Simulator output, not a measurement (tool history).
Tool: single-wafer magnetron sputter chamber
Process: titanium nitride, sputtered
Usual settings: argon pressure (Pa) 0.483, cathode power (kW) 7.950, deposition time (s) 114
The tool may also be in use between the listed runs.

| run | day | argon pressure (Pa) | cathode power (kW) | deposition time (s) | read-back reference wafer on the same gauge, thickness_nm | mean film thickness on the monitor wafer (nm) |
|---|---|---|---|---|---|---|
| 1 | 0.000 | 0.483 | 7.950 | 114 | 188.957 | 171.310 |
|  | 2.679 | sputter target and shields replaced |
| 2 | 2.696 | 0.483 | 7.950 | 114 | 189.088 | 170.400 |
| 3 | 4.388 | 0.483 | 7.950 | 114 | 189.149 | 170.025 |
| 4 | 8.450 | 0.483 | 7.950 | 114 | 189.115 | 172.442 |
| 5 | 10.562 | 0.483 | 7.950 | 114 | 189.011 | 170.185 |
| 6 | 13.033 | 0.483 | 7.950 | 114 | 189.263 | 171.603 |
| 7 | 15.458 | 0.483 | 7.950 | 114 | 189.174 | 171.654 |
| 8 | 19.917 | 0.483 | 7.950 | 114 | 188.920 | 170.226 |
| 9 | 22.754 | 0.483 | 7.950 | 114 | 188.936 | 171.267 |
|  | 25.125 | gauge calibrated |
| 10 | 25.342 | 0.483 | 7.950 | 114 | 188.983 | 170.481 |
| 11 | 29.038 | 0.483 | 7.950 | 114 | 188.856 | 170.503 |
| 12 | 30.775 | 0.392 | 7.950 | 120 | 188.673 | 184.574 |
| 13 | 33.862 | 0.483 | 7.950 | 129 | 188.924 | 195.261 |
|  | 35.033 | magnet pack replaced |
| 14 | 35.846 | 0.320 | 7.100 | 114 | 188.837 | 159.125 |
|  | 37.425 | capacitance manometer re-zeroed and calibrated |
|  | 37.942 | sputter target and shields replaced |
| 15 | 40.004 | 0.483 | 7.950 | 114 | 189.075 | 171.663 |
| 16 | 42.562 | 0.483 | 7.950 | 114 | 189.119 | 170.483 |
| 17 | 45.950 | 0.483 | 8.950 | 97 | 189.024 | 162.665 |
| 18 | 47.508 | 0.483 | 7.950 | 114 | 188.934 | 169.871 |
| 19 | 51.579 | 0.424 | 8.900 | 100 | 188.768 | 171.358 |
| 20 | 54.092 | 0.297 | 7.950 | 104 | 189.119 | 166.023 |
| 21 | 57.921 | 0.402 | 9.700 | 108 | 188.998 | 202.479 |
|  | 58.033 | gauge calibrated |
| 22 | 60.917 | 0.483 | 8.700 | 114 | 188.859 | 186.900 |
| 23 | 62.904 | 0.645 | 6.750 | 122 | 189.109 | 148.984 |
| 24 | 66.838 | 0.346 | 8.500 | 93 | 188.846 | 154.749 |

4 ways to go on from here, each from the tool as it stands after run 24. What would each give?
| A | 66.854 | 0.483 | 7.950 | 114 | ? | ? |
| B | 66.854 | 0.579 | 9.500 | 106 | ? | ? |
| C | 66.854 | 0.295 | 9.350 | 122 | ? | ? |
| D | 66.854 | 0.533 | 8.700 | 131 | ? | ? |

| run | read-back reference wafer on the same gauge, thickness_nm | mean film thickness on the monitor wafer (nm) |
|---|---|---|
| A | 188.930 | 170.571 |
| B | 188.930 | 184.167 |
| C | 188.930 | 226.997 |
| D | 188.930 | 211.310 |
Without the tool's hidden state the same runs would have given:
| run | mean film thickness on the monitor wafer (nm) |
|---|---|
| A | 170.571 |
| B | 184.167 |
| C | 226.997 |
| D | 211.310 |
